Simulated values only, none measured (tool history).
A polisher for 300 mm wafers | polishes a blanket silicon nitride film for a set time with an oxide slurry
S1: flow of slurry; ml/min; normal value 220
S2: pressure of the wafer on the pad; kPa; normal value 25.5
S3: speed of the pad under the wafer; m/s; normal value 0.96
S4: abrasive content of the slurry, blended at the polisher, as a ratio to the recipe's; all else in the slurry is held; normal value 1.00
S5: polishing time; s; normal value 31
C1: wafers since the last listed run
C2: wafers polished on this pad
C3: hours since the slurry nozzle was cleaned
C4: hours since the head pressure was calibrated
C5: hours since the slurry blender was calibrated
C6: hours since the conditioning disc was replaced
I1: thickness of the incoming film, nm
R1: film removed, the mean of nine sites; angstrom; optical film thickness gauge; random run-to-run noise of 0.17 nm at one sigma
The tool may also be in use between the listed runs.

{"run": 1, "hour": 0.0, "S1": 220, "S2": 25.5, "S3": 0.96, "S4": 1.0, "S5": 31, "C1": 0, "C2": 1994, "C3": 758.4, "C4": 1328.8, "C5": 11.3, "C6": 221.9, "I1": 394.3, "R1": 198}
{"hour": 6.9, "done": "slurry nozzle cleaned"}
{"run": 2, "hour": 91.6, "S1": 220, "S2": 25.5, "S3": 0.96, "S4": 1.0, "S5": 31, "C1": 974, "C2": 2968, "C3": 84.7, "C4": 1420.4, "C5": 102.9, "C6": 313.5, "I1": 381.4, "R1": 198}
{"run": 3, "hour": 165.1, "S1": 220, "S2": 25.5, "S3": 0.96, "S4": 0.75, "S5": 31, "C1": 790, "C2": 3758, "C3": 158.2, "C4": 1493.9, "C5": 176.4, "C6": 387.0, "I1": 393.9, "R1": 173}
{"hour": 204.1, "done": "head pressure recalibrated"}
{"run": 4, "hour": 256.3, "S1": 220, "S2": 25.5, "S3": 0.96, "S4": 0.85, "S5": 31, "C1": 959, "C2": 4717, "C3": 249.4, "C4": 52.2, "C5": 267.6, "C6": 478.2, "I1": 388.3, "R1": 182}
{"run": 5, "hour": 316.1, "S1": 220, "S2": 25.5, "S3": 0.72, "S4": 1.0, "S5": 31, "C1": 643, "C2": 5360, "C3": 309.2, "C4": 112.0, "C5": 327.4, "C6": 538.0, "I1": 392.3, "R1": 157}
{"hour": 374.5, "done": "conditioning disc replaced and pad reconditioned"}
{"hour": 393.7, "done": "worn pad replaced by a new one"}
{"run": 6, "hour": 398.3, "S1": 220, "S2": 31.0, "S3": 0.96, "S4": 1.0, "S5": 31, "C1": 819, "C2": 49, "C3": 391.4, "C4": 194.2, "C5": 409.6, "C6": 23.8, "I1": 388.2, "R1": 246}
{"run": 7, "hour": 448.7, "S1": 220, "S2": 25.5, "S3": 0.96, "S4": 1.0, "S5": 31, "C1": 541, "C2": 591, "C3": 441.8, "C4": 244.6, "C5": 460.0, "C6": 74.2, "I1": 391.8, "R1": 204}
{"run": 8, "hour": 540.2, "S1": 200, "S2": 25.5, "S3": 0.86, "S4": 1.0, "S5": 31, "C1": 983, "C2": 1575, "C3": 533.3, "C4": 336.1, "C5": 551.5, "C6": 165.7, "I1": 388.1, "R1": 182}
{"run": 9, "hour": 619.8, "S1": 220, "S2": 33.1, "S3": 1.26, "S4": 0.75, "S5": 37, "C1": 855, "C2": 2431, "C3": 612.9, "C4": 415.7, "C5": 631.1, "C6": 245.3, "I1": 384.9, "R1": 326}
{"hour": 669.3, "done": "slurry nozzle cleaned"}
{"run": 10, "hour": 690.8, "S1": 220, "S2": 25.5, "S3": 0.96, "S4": 1.0, "S5": 31, "C1": 752, "C2": 3183, "C3": 21.5, "C4": 486.7, "C5": 702.1, "C6": 316.3, "I1": 398.2, "R1": 198}
{"run": 11, "hour": 759.0, "S1": 175, "S2": 25.5, "S3": 0.68, "S4": 1.0, "S5": 27, "C1": 733, "C2": 3917, "C3": 89.7, "C4": 554.9, "C5": 770.3, "C6": 384.5, "I1": 386.8, "R1": 127}
{"hour": 761.6, "done": "slurry blender recalibrated"}
{"run": 12, "hour": 834.2, "S1": 220, "S2": 21.4, "S3": 0.74, "S4": 1.0, "S5": 31, "C1": 787, "C2": 4704, "C3": 164.9, "C4": 630.1, "C5": 72.6, "C6": 459.7, "I1": 385.1, "R1": 134}
{"run": 13, "hour": 937.6, "S1": 220, "S2": 25.5, "S3": 1.24, "S4": 1.0, "S5": 31, "C1": 1111, "C2": 5816, "C3": 268.3, "C4": 733.5, "C5": 176.0, "C6": 563.1, "I1": 389.3, "R1": 232}
{"run": 14, "hour": 982.5, "S1": 150, "S2": 25.5, "S3": 0.96, "S4": 1.0, "S5": 31, "C1": 482, "C2": 6299, "C3": 313.2, "C4": 778.4, "C5": 220.9, "C6": 608.0, "I1": 386.1, "R1": 177}
{"run": 15, "hour": 1057.9, "S1": 155, "S2": 33.8, "S3": 0.96, "S4": 0.75, "S5": 31, "C1": 810, "C2": 7109, "C3": 388.6, "C4": 853.8, "C5": 296.3, "C6": 683.4, "I1": 391.3, "R1": 203}
{"run": 16, "hour": 1099.7, "S1": 220, "S2": 29.0, "S3": 0.82, "S4": 0.75, "S5": 41, "C1": 449, "C2": 7559, "C3": 430.4, "C4": 895.6, "C5": 338.1, "C6": 725.2, "I1": 381.5, "R1": 218}
{"hour": 1108.1, "done": "conditioning disc replaced and pad reconditioned"}
{"run": 17, "hour": 1149.8, "S1": 220, "S2": 25.5, "S3": 0.96, "S4": 1.0, "S5": 31, "C1": 517, "C2": 8076, "C3": 480.5, "C4": 945.7, "C5": 388.2, "C6": 41.7, "I1": 390.5, "R1": 206}
{"hour": 1160.3, "done": "worn pad replaced by a new one"}
{"run": 18, "hour": 1216.3, "S1": 220, "S2": 25.5, "S3": 0.96, "S4": 0.85, "S5": 31, "C1": 672, "C2": 601, "C3": 547.0, "C4": 1012.2, "C5": 454.7, "C6": 108.2, "I1": 398.6, "R1": 188}
{"run": 19, "hour": 1275.3, "S1": 220, "S2": 25.5, "S3": 0.96, "S4": 1.0, "S5": 31, "C1": 634, "C2": 1236, "C3": 606.0, "C4": 1071.2, "C5": 513.7, "C6": 167.2, "I1": 396.3, "R1": 203}
{"run": 20, "hour": 1354.8, "S1": 285, "S2": 29.6, "S3": 1.06, "S4": 1.1, "S5": 31, "C1": 854, "C2": 2091, "C3": 685.5, "C4": 1150.7, "C5": 593.2, "C6": 246.7, "I1": 387.4, "R1": 262}
{"hour": 1401.1, "done": "slurry nozzle cleaned"}
{"hour": 1430.7, "done": "slurry blender recalibrated"}
{"run": 21, "hour": 1440.3, "S1": 285, "S2": 25.5, "S3": 0.96, "S4": 1.0, "S5": 40, "C1": 887, "C2": 2978, "C3": 39.2, "C4": 1236.2, "C5": 9.6, "C6": 332.2, "I1": 392.0, "R1": 260}
{"run": 22, "hour": 1514.9, "S1": 220, "S2": 25.5, "S3": 0.64, "S4": 0.9, "S5": 26, "C1": 802, "C2": 3780, "C3": 113.8, "C4": 1310.8, "C5": 84.2, "C6": 406.8, "I1": 392.8, "R1": 115}
{"run": 23, "hour": 1557.1, "S1": 220, "S2": 25.5, "S3": 0.96, "S4": 1.0, "S5": 31, "C1": 453, "C2": 4234, "C3": 156.0, "C4": 1353.0, "C5": 126.4, "C6": 449.0, "I1": 396.8, "R1": 194}
{"run": 24, "hour": 1610.1, "S1": 220, "S2": 22.1, "S3": 0.96, "S4": 0.8, "S5": 31, "C1": 569, "C2": 4804, "C3": 209.0, "C4": 1406.0, "C5": 179.4, "C6": 502.0, "I1": 390.7, "R1": 151}
{"hour": 1613.2, "done": "head pressure recalibrated"}
{"run": 25, "hour": 1718.1, "S1": 220, "S2": 25.5, "S3": 0.96, "S4": 1.0, "S5": 31, "C1": 1139, "C2": 5943, "C3": 317.0, "C4": 104.9, "C5": 287.4, "C6": 610.0, "I1": 393.3, "R1": 189}

Entry by entry between the runs, the difference in hidden state between the last listed run before and the first listed run after:
After run 1, before run 2: slurry nozzle cleaned (hour 6.9)
  time polished since the conditioner stopped cutting, s: 36.6 -> 50.8
  what was measured, less what the result would be without the hidden state, R1: -5 -> -7 angstrom
After run 3, before run 4: head pressure recalibrated (hour 204.1)
  time polished since the conditioner stopped cutting, s: 62.1 -> 76.2
  what was measured, less what the result would be without the hidden state, R1: -8 -> -9 angstrom
After run 5, before run 6: conditioning disc replaced and pad reconditioned (hour 374.5); worn pad replaced by a new one (hour 393.7)
  time polished since the conditioner stopped cutting, s: 85.4 -> 25.8
  what was measured, less what the result would be without the hidden state, R1: -6 -> -5 angstrom
After run 9, before run 10: slurry nozzle cleaned (hour 669.3)
  time polished since the conditioner stopped cutting, s: 60 -> 71
  what was measured, less what the result would be without the hidden state, R1: -21 -> -10 angstrom
After run 11, before run 12: slurry blender recalibrated (hour 761.6)
  time polished since the conditioner stopped cutting, s: 81.5 -> 93.1
  what was measured, less what the result would be without the hidden state, R1: -6 -> -5 angstrom
After run 16, before run 17: conditioning disc replaced and pad reconditioned (hour 1108.1)
  time polished since the conditioner stopped cutting, s: 134 -> 25.7
  what was measured, less what the result would be without the hidden state, R1: -19 -> -3 angstrom
After run 17, before run 18: worn pad replaced by a new one (hour 1160.3)
  time polished since the conditioner stopped cutting, s: 25.7 -> 36
  what was measured, less what the result would be without the hidden state, R1: -3 -> -4 angstrom
After run 20, before run 21: slurry nozzle cleaned (hour 1401.1); slurry blender recalibrated (hour 1430.7)
  time polished since the conditioner stopped cutting, s: 57.4 -> 70.6
  what was measured, less what the result would be without the hidden state, R1: -13 -> -13 angstrom
After run 24, before run 25: head pressure recalibrated (hour 1613.2)
  time polished since the conditioner stopped cutting, s: 96.8 -> 114
  what was measured, less what the result would be without the hidden state, R1: -9 -> -14 angstrom
